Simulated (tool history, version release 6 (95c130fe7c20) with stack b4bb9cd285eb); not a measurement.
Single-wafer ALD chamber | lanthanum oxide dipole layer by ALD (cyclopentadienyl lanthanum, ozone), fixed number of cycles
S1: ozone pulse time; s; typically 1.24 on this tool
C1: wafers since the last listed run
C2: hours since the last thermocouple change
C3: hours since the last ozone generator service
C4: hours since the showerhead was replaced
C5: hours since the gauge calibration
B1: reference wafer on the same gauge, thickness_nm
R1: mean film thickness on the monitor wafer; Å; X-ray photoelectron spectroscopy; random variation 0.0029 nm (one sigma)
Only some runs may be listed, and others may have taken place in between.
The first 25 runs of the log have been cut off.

run,hour,S1,C1,C2,C3,C4,C5,B1,R1
26,2110.6,0.76,1069,1605,572.3,396.3,481.7,0.645,4.67
27,2208,1.24,1925,1702.4,669.7,493.7,579.1,0.643,5.68
28,2298.9,0.99,1796,1793.3,760.6,584.6,670,0.645,5.33
29,2343.5,1.24,881,1837.9,805.2,629.2,714.6,0.645,5.67
30,2402.9,1.5,1174,1897.3,864.6,688.6,774,0.645,5.89
31,2441.8,1.04,768,1936.2,903.5,727.5,812.9,0.645,5.38
32,2522.5,0.97,1595,2016.9,984.2,808.2,893.6,0.647,5.24
33,2582.1,1.24,1178,2076.5,1043.8,867.8,953.2,0.646,5.72

What if the next run were any one of these 5? Each begins from the tool's condition after run 33:
A,2582.5,1.39,7,2076.9,1044.2,868.2,953.6,?,?
B,2582.5,0.88,7,2076.9,1044.2,868.2,953.6,?,?
C,2582.5,0.91,7,2076.9,1044.2,868.2,953.6,?,?
D,2582.5,1.53,7,2076.9,1044.2,868.2,953.6,?,?
E,2582.5,1.52,7,2076.9,1044.2,868.2,953.6,?,?

run,B1,R1
A,0.645,5.82
B,0.645,5.01
C,0.645,5.09
D,0.645,5.92
E,0.645,5.91
With the hidden condition removed and each run's random variation left untouched, the same runs would have given:
run,R1
A,5.82
B,5.01
C,5.09
D,5.92
E,5.91

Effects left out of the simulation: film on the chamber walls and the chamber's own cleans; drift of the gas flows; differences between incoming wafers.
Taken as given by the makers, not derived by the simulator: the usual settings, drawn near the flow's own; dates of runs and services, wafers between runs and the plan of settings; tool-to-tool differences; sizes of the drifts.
